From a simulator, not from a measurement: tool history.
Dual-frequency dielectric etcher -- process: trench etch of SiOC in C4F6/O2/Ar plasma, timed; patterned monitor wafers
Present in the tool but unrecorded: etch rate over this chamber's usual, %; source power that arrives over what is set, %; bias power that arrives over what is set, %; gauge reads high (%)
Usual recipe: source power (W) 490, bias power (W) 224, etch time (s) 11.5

| run | hour | source power (W) | bias power (W) | etch time (s) | wafers since the last listed run | hours since the last wet clean | hours since the last source power generator calibration | hours since the last bias power generator calibration | hours since the last upper electrode change | hours since the gauge calibration | read-back reference wafer on the same gauge, depth_nm | mean etch depth across the wafer (nm) |
|---|---|---|---|---|---|---|---|---|---|---|---|---|
| 1 | 0.0 | 490 | 224 | 12.5 | 0 | 334.9 | 3132.0 | 791.8 | 5392.3 | 546.5 | 25.91 | 32.00 |
| 2 | 16.4 | 490 | 224 | 12.5 | 295 | 351.3 | 3148.4 | 808.2 | 5408.7 | 562.9 | 25.85 | 32.03 |
| 3 | 33.7 | 490 | 224 | 12.5 | 311 | 368.6 | 3165.7 | 825.5 | 5426.0 | 580.2 | 25.90 | 32.24 |
|  | 119.8 | wet clean of the chamber |
| 4 | 120.3 | 490 | 224 | 10.0 | 1127 | 0.5 | 3252.3 | 912.1 | 5512.6 | 666.8 | 25.87 | 24.28 |
| 5 | 124.1 | 490 | 224 | 10.0 | 68 | 4.3 | 3256.1 | 915.9 | 5516.4 | 670.6 | 25.91 | 24.84 |
| 6 | 159.8 | 490 | 224 | 10.0 | 643 | 40.0 | 3291.8 | 951.6 | 5552.1 | 706.3 | 25.91 | 24.50 |
| 7 | 188.0 | 490 | 224 | 11.5 | 508 | 68.2 | 3320.0 | 979.8 | 5580.3 | 734.5 | 25.79 | 28.16 |
| 8 | 217.7 | 490 | 224 | 11.5 | 535 | 97.9 | 3349.7 | 1009.5 | 5610.0 | 764.2 | 25.96 | 28.48 |
|  | 244.8 | upper electrode replaced |
| 9 | 245.3 | 490 | 224 | 11.5 | 64 | 125.5 | 3377.3 | 1037.1 | 0.5 | 791.8 | 25.86 | 28.73 |
|  | 256.7 | gauge calibrated |
| 10 | 263.0 | 490 | 224 | 11.5 | 318 | 143.2 | 3395.0 | 1054.8 | 18.2 | 6.3 | 25.92 | 28.80 |
| 11 | 275.8 | 490 | 224 | 11.5 | 230 | 156.0 | 3407.8 | 1067.6 | 31.0 | 19.1 | 25.96 | 28.40 |
| 12 | 307.4 | 490 | 224 | 11.5 | 569 | 187.6 | 3439.4 | 1099.2 | 62.6 | 50.7 | 25.93 | 28.77 |
| 13 | 325.3 | 490 | 224 | 11.5 | 322 | 205.5 | 3457.3 | 1117.1 | 80.5 | 68.6 | 26.01 | 29.19 |
| 14 | 358.7 | 440 | 224 | 11.5 | 601 | 238.9 | 3490.7 | 1150.5 | 113.9 | 102.0 | 25.87 | 27.75 |
| 15 | 394.1 | 490 | 170 | 9.0 | 637 | 274.3 | 3526.1 | 1185.9 | 149.3 | 137.4 | 25.90 | 20.79 |
| 16 | 416.0 | 370 | 186 | 14.0 | 394 | 296.2 | 3548.0 | 1207.8 | 171.2 | 159.3 | 25.91 | 30.61 |
| 17 | 443.7 | 490 | 224 | 11.5 | 499 | 323.9 | 3575.7 | 1235.5 | 198.9 | 187.0 | 25.97 | 29.34 |
| 18 | 459.8 | 490 | 224 | 11.5 | 290 | 340.0 | 3591.8 | 1251.6 | 215.0 | 203.1 | 25.84 | 29.30 |
| 19 | 492.4 | 370 | 198 | 8.5 | 587 | 372.6 | 3624.4 | 1284.2 | 247.6 | 235.7 | 25.89 | 18.98 |
| 20 | 514.0 | 570 | 170 | 8.5 | 389 | 394.2 | 3646.0 | 1305.8 | 269.2 | 257.3 | 25.93 | 20.75 |
| 21 | 537.8 | 490 | 224 | 14.0 | 428 | 418.0 | 3669.8 | 1329.6 | 293.0 | 281.1 | 25.86 | 36.12 |
|  | 544.6 | source power generator calibrated |
|  | 571.5 | wet clean of the chamber |
| 22 | 572.0 | 490 | 224 | 11.5 | 111 | 0.5 | 27.4 | 1363.8 | 327.2 | 315.3 | 25.84 | 28.59 |
|  | 585.8 | bias power generator calibrated |
| 23 | 586.9 | 490 | 224 | 12.5 | 196 | 15.4 | 42.3 | 1.1 | 342.1 | 330.2 | 25.98 | 31.70 |
| 24 | 616.2 | 380 | 245 | 11.5 | 527 | 44.7 | 71.6 | 30.4 | 371.4 | 359.5 | 25.91 | 27.87 |
| 25 | 642.2 | 490 | 224 | 14.5 | 468 | 70.7 | 97.6 | 56.4 | 397.4 | 385.5 | 25.82 | 36.70 |
| 26 | 664.9 | 490 | 224 | 11.5 | 408 | 93.4 | 120.3 | 79.1 | 420.1 | 408.2 | 25.89 | 29.19 |
| 27 | 677.0 | 600 | 255 | 11.5 | 218 | 105.5 | 132.4 | 91.2 | 432.2 | 420.3 | 25.87 | 32.33 |
| 28 | 753.1 | 540 | 180 | 11.5 | 1371 | 181.6 | 208.5 | 167.3 | 508.3 | 496.4 | 25.87 | 28.28 |

Alternative continuations, all from the tool just after run 28; predict every row:
| A | 753.5 | 490 | 224 | 8.5 | 7 | 182.0 | 208.9 | 167.7 | 508.7 | 496.8 | ? | ? |
| B | 753.5 | 420 | 224 | 14.5 | 7 | 182.0 | 208.9 | 167.7 | 508.7 | 496.8 | ? | ? |
| C | 753.5 | 490 | 224 | 9.0 | 7 | 182.0 | 208.9 | 167.7 | 508.7 | 496.8 | ? | ? |
| D | 753.5 | 490 | 208 | 11.5 | 7 | 182.0 | 208.9 | 167.7 | 508.7 | 496.8 | ? | ? |

| run | read-back reference wafer on the same gauge, depth_nm | mean etch depth across the wafer (nm) |
|---|---|---|
| A | 25.86 | 21.50 |
| B | 25.86 | 34.97 |
| C | 25.86 | 22.76 |
| D | 25.86 | 28.28 |
Had the tool no hidden state, the same runs would have come out as:
| run | mean etch depth across the wafer (nm) |
|---|---|
| A | 20.88 |
| B | 33.96 |
| C | 22.10 |
| D | 27.46 |
